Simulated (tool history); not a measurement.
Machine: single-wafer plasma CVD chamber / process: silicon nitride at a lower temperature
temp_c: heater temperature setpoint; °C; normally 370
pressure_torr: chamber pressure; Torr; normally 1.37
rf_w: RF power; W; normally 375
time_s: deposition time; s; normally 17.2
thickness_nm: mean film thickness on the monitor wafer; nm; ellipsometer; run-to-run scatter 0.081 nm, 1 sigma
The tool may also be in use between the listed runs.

run   hour  temp_c  pressure_torr  rf_w  time_s  read-back reference wafer on the same gauge, thickness_nm  thickness_nm
  1      0     370           1.37   375    17.2                                                     19.999        23.277
  2   28.6     370           1.37   375    17.2                                                     19.998        23.266
  3   82.6     370           1.37   375    17.2                                                     20.012        23.131
     133.7  -- RF generator calibrated
  4  134.2     370           1.37   375    17.2                                                     19.987         23.27
  5  163.4     370           1.37   375    17.2                                                     19.992        23.312
     185.7  -- thermocouple changed; heater temperature recalibrated
  6  222.3     370           1.37   375    17.2                                                     19.995        23.128
  7  263.7     370           1.37   375    17.2                                                      19.99        23.262
  8    333     370           1.37   375    17.2                                                     19.994        23.404
     367.8  -- showerhead replaced
  9  397.3     370           1.22   375    17.2                                                     19.994        22.305
 10  453.8     370           1.17   375    17.2                                                     19.989        22.044
 11  486.6     370           1.27   350    19.8                                                      19.99        25.262
 12  547.6     358           1.37   375    17.2                                                     19.997        23.719
 13  586.9     370           1.37   375    20.6                                                     20.006        28.124
 14  629.1     365           1.37   375    18.6                                                     20.003        25.361
     671.8  -- gauge calibrated
     691.3  -- capacitance manometer re-zeroed and calibrated
 15  837.6     370           1.69   345    17.2                                                     19.988        23.675

The next listed run, before its measurement:
 16  873.7     370           1.58   375    17.2                                                          ?             ?

{"run 16": {"read-back reference wafer on the same gauge, thickness_nm": 19.999, "thickness_nm": 24.13}}
If the tool had no hidden condition, the same run with the same run-to-run variation would have returned thickness_nm 24.128 nm.

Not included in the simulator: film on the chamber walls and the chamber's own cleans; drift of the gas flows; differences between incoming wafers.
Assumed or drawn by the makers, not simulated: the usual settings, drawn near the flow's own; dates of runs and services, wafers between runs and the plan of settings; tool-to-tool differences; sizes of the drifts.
